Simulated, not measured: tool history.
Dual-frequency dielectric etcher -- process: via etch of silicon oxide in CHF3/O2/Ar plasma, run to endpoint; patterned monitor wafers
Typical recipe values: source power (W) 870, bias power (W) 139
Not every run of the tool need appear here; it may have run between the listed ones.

| run | hour | source power (W) | bias power (W) | wafers since the last listed run | hours since the last wet clean | hours since the last source power generator calibration | hours since the last bias power generator calibration | hours since the last upper electrode change | incoming incoming film thickness, nm | endpoint time (s) |
|---|---|---|---|---|---|---|---|---|---|---|
| 1 | 0 | 730 | 139 | 0 | 212.6 | 1624.5 | 3820.6 | 1915.9 | 665.8 | 302.6 |
| 2 | 63.4 | 730 | 139 | 389 | 276 | 1687.9 | 3884 | 1979.3 | 662.8 | 297.9 |
| 3 | 127.8 | 730 | 139 | 395 | 340.4 | 1752.3 | 3948.4 | 2043.7 | 665 | 296.8 |
| 4 | 186.2 | 870 | 139 | 358 | 398.8 | 1810.7 | 4006.8 | 2102.1 | 656.7 | 273.8 |
| 5 | 229.3 | 870 | 139 | 264 | 441.9 | 1853.8 | 4049.9 | 2145.2 | 666 | 273.4 |
| 6 | 261.2 | 870 | 139 | 195 | 473.8 | 1885.7 | 4081.8 | 2177.1 | 662.2 | 276.7 |
|  | 294.3 | wet clean of the chamber |
| 7 | 312 | 870 | 122 | 164 | 17.7 | 1936.5 | 4132.6 | 2227.9 | 659.4 | 318.1 |
| 8 | 341.4 | 870 | 122 | 180 | 47.1 | 1965.9 | 4162 | 2257.3 | 658.6 | 318.4 |
| 9 | 382.5 | 870 | 122 | 252 | 88.2 | 2007 | 4203.1 | 2298.4 | 657.3 | 317.3 |
| 10 | 451.9 | 870 | 139 | 426 | 157.6 | 2076.4 | 4272.5 | 2367.8 | 663.8 | 303.5 |
| 11 | 495.6 | 870 | 139 | 268 | 201.3 | 2120.1 | 4316.2 | 2411.5 | 660.8 | 301 |
| 12 | 540.3 | 870 | 139 | 274 | 246 | 2164.8 | 4360.9 | 2456.2 | 656.7 | 295.7 |
| 13 | 568.9 | 870 | 139 | 175 | 274.6 | 2193.4 | 4389.5 | 2484.8 | 654.1 | 295.4 |
|  | 648.7 | wet clean of the chamber, repeated, since the last time left the tool worse |
| 14 | 649.2 | 870 | 139 | 345 | 0.5 | 2273.7 | 4469.8 | 2565.1 | 654.8 | 284.5 |
|  | 769.2 | upper electrode replaced |
|  | 834 | bias power generator calibrated |
| 15 | 842.4 | 770 | 172 | 1014 | 193.7 | 2466.9 | 8.4 | 73.2 | 657.7 | 270.6 |
| 16 | 902.7 | 700 | 109 | 370 | 254 | 2527.2 | 68.7 | 133.5 | 659.8 | 323 |
| 17 | 951.4 | 870 | 139 | 299 | 302.7 | 2575.9 | 117.4 | 182.2 | 657.5 | 277.6 |
|  | 979.9 | source power generator calibrated |
|  | 1038.2 | wet clean of the chamber |
| 18 | 1038.7 | 780 | 110 | 364 | 0.5 | 58.8 | 204.7 | 269.5 | 657.5 | 317.9 |
| 19 | 1077.1 | 870 | 139 | 235 | 38.9 | 97.2 | 243.1 | 307.9 | 657.3 | 282.9 |
| 20 | 1131.7 | 870 | 139 | 335 | 93.5 | 151.8 | 297.7 | 362.5 | 659.4 | 284.5 |
| 21 | 1173.5 | 670 | 119 | 256 | 135.3 | 193.6 | 339.5 | 404.3 | 662.6 | 323.3 |
| 22 | 1235.3 | 870 | 148 | 379 | 197.1 | 255.4 | 401.3 | 466.1 | 665.9 | 283.5 |
| 23 | 1297 | 950 | 123 | 378 | 258.8 | 317.1 | 463 | 527.8 | 656.7 | 281.7 |
| 24 | 1342.1 | 720 | 114 | 276 | 303.9 | 362.2 | 508.1 | 572.9 | 656 | 308.4 |

Run 25 has not been measured yet. What should we expect?
| 25 | 1405 | 870 | 122 | 386 | 366.8 | 425.1 | 571 | 635.8 | 658.3 | ? |

For run 25 the tool returned endpoint time (s) 285.5.
On a tool with no hidden condition, and with the same random variation, this run would have come out at endpoint time (s) 293.1.
